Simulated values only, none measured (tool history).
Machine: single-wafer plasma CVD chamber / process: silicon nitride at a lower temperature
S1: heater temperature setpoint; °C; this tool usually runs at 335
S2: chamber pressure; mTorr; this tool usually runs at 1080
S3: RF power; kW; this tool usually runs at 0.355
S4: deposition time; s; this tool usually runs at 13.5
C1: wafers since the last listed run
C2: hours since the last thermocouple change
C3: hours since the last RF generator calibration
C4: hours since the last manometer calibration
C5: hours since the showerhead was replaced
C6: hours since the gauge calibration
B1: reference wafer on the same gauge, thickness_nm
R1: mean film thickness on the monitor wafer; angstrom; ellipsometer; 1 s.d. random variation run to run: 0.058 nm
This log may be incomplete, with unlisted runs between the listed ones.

run   hour   S1    S2     S3    S4    C1      C2      C3      C4      C5      C6      B1      R1
  1    0.0  335  1080  0.355  13.5     0   795.0  1523.3  1215.3  3359.1  1975.9  18.163  164.03
  2   88.5  335  1080  0.355  13.5  2260   883.5  1611.8  1303.8  3447.6  2064.4  18.212  163.56
  3  153.1  335  1080  0.385  13.5  1649   948.1  1676.4  1368.4  3512.2  2129.0  18.210  171.82
     206.7  -- gauge calibrated
  4  236.1  335  1080  0.385  13.5  2119  1031.1  1759.4  1451.4  3595.2    29.4  18.181  173.23
  5  279.2  335  1080  0.385  13.5  1100  1074.2  1802.5  1494.5  3638.3    72.5  18.192  173.10
  6  337.3  335  1080  0.355  13.5  1483  1132.3  1860.6  1552.6  3696.4   130.6  18.203  164.80
     376.5  -- RF generator calibrated
  7  399.1  335  1210  0.355  13.5  1373  1194.1    22.6  1614.4  3758.2   192.4  18.201  173.46
  8  440.0  335  1210  0.355  13.5  1044  1235.0    63.5  1655.3  3799.1   233.3  18.187  173.57
  9  511.2  335  1210  0.355  13.5  1818  1306.2   134.7  1726.5  3870.3   304.5  18.180  172.98
 10  614.2  335  1080  0.355  13.5  2630  1409.2   237.7  1829.5  3973.3   407.5  18.163  165.57
 11  653.9  335  1240  0.355  15.0  1013  1448.9   277.4  1869.2  4013.0   447.2  18.171  192.93
 12  753.9  348  1300  0.325  12.2  2553  1548.9   377.4  1969.2  4113.0   547.2  18.197  153.93
 13  823.2  329   840  0.315  13.5  1769  1618.2   446.7  2038.5  4182.3   616.5  18.180  133.50
 14  863.8  335  1080  0.415  16.2  1036  1658.8   487.3  2079.1  4222.9   657.1  18.185  216.95

Run 15, settings as shown, results not yet in. Your forecast:
     890.5  -- showerhead replaced
 15  932.5  330  1080  0.390  13.5  1550  1727.5  556.0  2147.8  42.0  725.8   ?   ?

Logged for run 15: B1 18.195, R1 174.95 angstrom.
With the hidden condition absent and the run-to-run variation left alone, this run would have shown R1 171.12 angstrom.
